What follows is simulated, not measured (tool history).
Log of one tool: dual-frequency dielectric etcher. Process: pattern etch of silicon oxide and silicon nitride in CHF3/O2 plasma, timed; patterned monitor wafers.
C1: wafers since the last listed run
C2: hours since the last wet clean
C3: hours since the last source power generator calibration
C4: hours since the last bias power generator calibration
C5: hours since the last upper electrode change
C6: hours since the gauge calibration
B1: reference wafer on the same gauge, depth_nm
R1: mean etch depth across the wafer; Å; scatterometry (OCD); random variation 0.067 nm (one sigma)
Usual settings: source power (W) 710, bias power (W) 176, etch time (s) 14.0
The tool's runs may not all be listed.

run 1 hour=0.0 | source_power_(W)=710 bias_power_(W)=194 etch_time_(s)=14.0 | C1=0 C2=272.0 C3=1290.3 C4=4680.7 C5=4383.9 C6=247.0 | B1=16.60 | R1=205.3
run 2 hour=27.3 | source_power_(W)=710 bias_power_(W)=194 etch_time_(s)=14.0 | C1=311 C2=299.3 C3=1317.6 C4=4708.0 C5=4411.2 C6=274.3 | B1=16.60 | R1=206.9
-- hour=64.9 upper electrode replaced
run 3 hour=65.4 | source_power_(W)=710 bias_power_(W)=176 etch_time_(s)=17.0 | C1=160 C2=337.4 C3=1355.7 C4=4746.1 C5=0.5 C6=312.4 | B1=16.60 | R1=238.0
run 4 hour=72.2 | source_power_(W)=710 bias_power_(W)=176 etch_time_(s)=14.0 | C1=77 C2=344.2 C3=1362.5 C4=4752.9 C5=7.3 C6=319.2 | B1=16.61 | R1=196.0
run 5 hour=91.5 | source_power_(W)=710 bias_power_(W)=176 etch_time_(s)=14.0 | C1=220 C2=363.5 C3=1381.8 C4=4772.2 C5=26.6 C6=338.5 | B1=16.61 | R1=196.8
run 6 hour=105.2 | source_power_(W)=710 bias_power_(W)=176 etch_time_(s)=14.0 | C1=156 C2=377.2 C3=1395.5 C4=4785.9 C5=40.3 C6=352.2 | B1=16.60 | R1=196.8
run 7 hour=138.8 | source_power_(W)=710 bias_power_(W)=176 etch_time_(s)=14.0 | C1=383 C2=410.8 C3=1429.1 C4=4819.5 C5=73.9 C6=385.8 | B1=16.60 | R1=195.7
run 8 hour=150.8 | source_power_(W)=710 bias_power_(W)=176 etch_time_(s)=14.0 | C1=136 C2=422.8 C3=1441.1 C4=4831.5 C5=85.9 C6=397.8 | B1=16.61 | R1=196.7
-- hour=185.4 wet clean of the chamber
run 9 hour=185.9 | source_power_(W)=870 bias_power_(W)=176 etch_time_(s)=14.0 | C1=126 C2=0.5 C3=1476.2 C4=4866.6 C5=121.0 C6=432.9 | B1=16.60 | R1=221.6
run 10 hour=198.9 | source_power_(W)=660 bias_power_(W)=150 etch_time_(s)=17.0 | C1=148 C2=13.5 C3=1489.2 C4=4879.6 C5=134.0 C6=445.9 | B1=16.61 | R1=210.8
run 11 hour=229.6 | source_power_(W)=710 bias_power_(W)=176 etch_time_(s)=14.0 | C1=350 C2=44.2 C3=1519.9 C4=4910.3 C5=164.7 C6=476.6 | B1=16.60 | R1=195.5
run 12 hour=257.2 | source_power_(W)=790 bias_power_(W)=176 etch_time_(s)=15.5 | C1=315 C2=71.8 C3=1547.5 C4=4937.9 C5=192.3 C6=504.2 | B1=16.60 | R1=231.9
-- hour=264.0 gauge calibrated
run 13 hour=285.7 | source_power_(W)=710 bias_power_(W)=194 etch_time_(s)=14.0 | C1=325 C2=100.3 C3=1576.0 C4=4966.4 C5=220.8 C6=21.7 | B1=16.60 | R1=206.2
-- hour=313.7 source power generator calibrated
run 14 hour=314.3 | source_power_(W)=710 bias_power_(W)=176 etch_time_(s)=14.0 | C1=280 C2=128.9 C3=0.6 C4=4995.0 C5=249.4 C6=50.3 | B1=16.60 | R1=196.5
run 15 hour=332.0 | source_power_(W)=710 bias_power_(W)=194 etch_time_(s)=14.0 | C1=202 C2=146.6 C3=18.3 C4=5012.7 C5=267.1 C6=68.0 | B1=16.60 | R1=205.4
run 16 hour=351.3 | source_power_(W)=600 bias_power_(W)=176 etch_time_(s)=14.0 | C1=220 C2=165.9 C3=37.6 C4=5032.0 C5=286.4 C6=87.3 | B1=16.61 | R1=175.2
-- hour=360.7 bias power generator calibrated
run 17 hour=370.2 | source_power_(W)=710 bias_power_(W)=176 etch_time_(s)=11.5 | C1=170 C2=184.8 C3=56.5 C4=9.5 C5=305.3 C6=106.2 | B1=16.59 | R1=161.8
run 18 hour=385.4 | source_power_(W)=540 bias_power_(W)=176 etch_time_(s)=14.0 | C1=173 C2=200.0 C3=71.7 C4=24.7 C5=320.5 C6=121.4 | B1=16.59 | R1=163.2
run 19 hour=415.5 | source_power_(W)=790 bias_power_(W)=176 etch_time_(s)=14.0 | C1=343 C2=230.1 C3=101.8 C4=54.8 C5=350.6 C6=151.5 | B1=16.61 | R1=209.7
run 20 hour=441.1 | source_power_(W)=770 bias_power_(W)=204 etch_time_(s)=17.0 | C1=292 C2=255.7 C3=127.4 C4=80.4 C5=376.2 C6=177.1 | B1=16.60 | R1=269.3
run 21 hour=469.0 | source_power_(W)=710 bias_power_(W)=176 etch_time_(s)=14.0 | C1=318 C2=283.6 C3=155.3 C4=108.3 C5=404.1 C6=205.0 | B1=16.60 | R1=195.6
run 22 hour=495.6 | source_power_(W)=760 bias_power_(W)=176 etch_time_(s)=16.5 | C1=303 C2=310.2 C3=181.9 C4=134.9 C5=430.7 C6=231.6 | B1=16.58 | R1=240.7
run 23 hour=530.0 | source_power_(W)=640 bias_power_(W)=176 etch_time_(s)=15.0 | C1=392 C2=344.6 C3=216.3 C4=169.3 C5=465.1 C6=266.0 | B1=16.60 | R1=196.7
run 24 hour=560.1 | source_power_(W)=540 bias_power_(W)=193 etch_time_(s)=14.0 | C1=343 C2=374.7 C3=246.4 C4=199.4 C5=495.2 C6=296.1 | B1=16.60 | R1=170.3
-- hour=588.3 wet clean of the chamber
run 25 hour=588.8 | source_power_(W)=710 bias_power_(W)=176 etch_time_(s)=14.0 | C1=53 C2=0.5 C3=275.1 C4=228.1 C5=523.9 C6=324.8 | B1=16.59 | R1=196.2
run 26 hour=589.1 | source_power_(W)=710 bias_power_(W)=176 etch_time_(s)=17.5 | C1=3 C2=0.8 C3=275.4 C4=228.4 C5=524.2 C6=325.1 | B1=16.61 | R1=246.6
run 27 hour=602.6 | source_power_(W)=760 bias_power_(W)=152 etch_time_(s)=13.0 | C1=154 C2=14.3 C3=288.9 C4=241.9 C5=537.7 C6=338.6 | B1=16.61 | R1=176.7
run 28 hour=617.2 | source_power_(W)=800 bias_power_(W)=165 etch_time_(s)=10.5 | C1=166 C2=28.9 C3=303.5 C4=256.5 C5=552.3 C6=353.2 | B1=16.59 | R1=152.8
run 29 hour=640.9 | source_power_(W)=800 bias_power_(W)=205 etch_time_(s)=17.0 | C1=270 C2=52.6 C3=327.2 C4=280.2 C5=576.0 C6=376.9 | B1=16.60 | R1=276.5

Hidden state at the last listed run before each entry between runs and at the first one after, where it differs:
Between runs 2 and 3: upper electrode replaced (hour 64.9)
  no hidden state differs between the two runs
Between runs 8 and 9: wet clean of the chamber (hour 185.4)
  no hidden state differs between the two runs
Between runs 12 and 13: gauge calibrated (hour 264.0)
  no hidden state differs between the two runs
Between runs 13 and 14: source power generator calibrated (hour 313.7)
  no hidden state differs between the two runs
Between runs 16 and 17: bias power generator calibrated (hour 360.7)
  no hidden state differs between the two runs
Between runs 24 and 25: wet clean of the chamber (hour 588.3)
  no hidden state differs between the two runs

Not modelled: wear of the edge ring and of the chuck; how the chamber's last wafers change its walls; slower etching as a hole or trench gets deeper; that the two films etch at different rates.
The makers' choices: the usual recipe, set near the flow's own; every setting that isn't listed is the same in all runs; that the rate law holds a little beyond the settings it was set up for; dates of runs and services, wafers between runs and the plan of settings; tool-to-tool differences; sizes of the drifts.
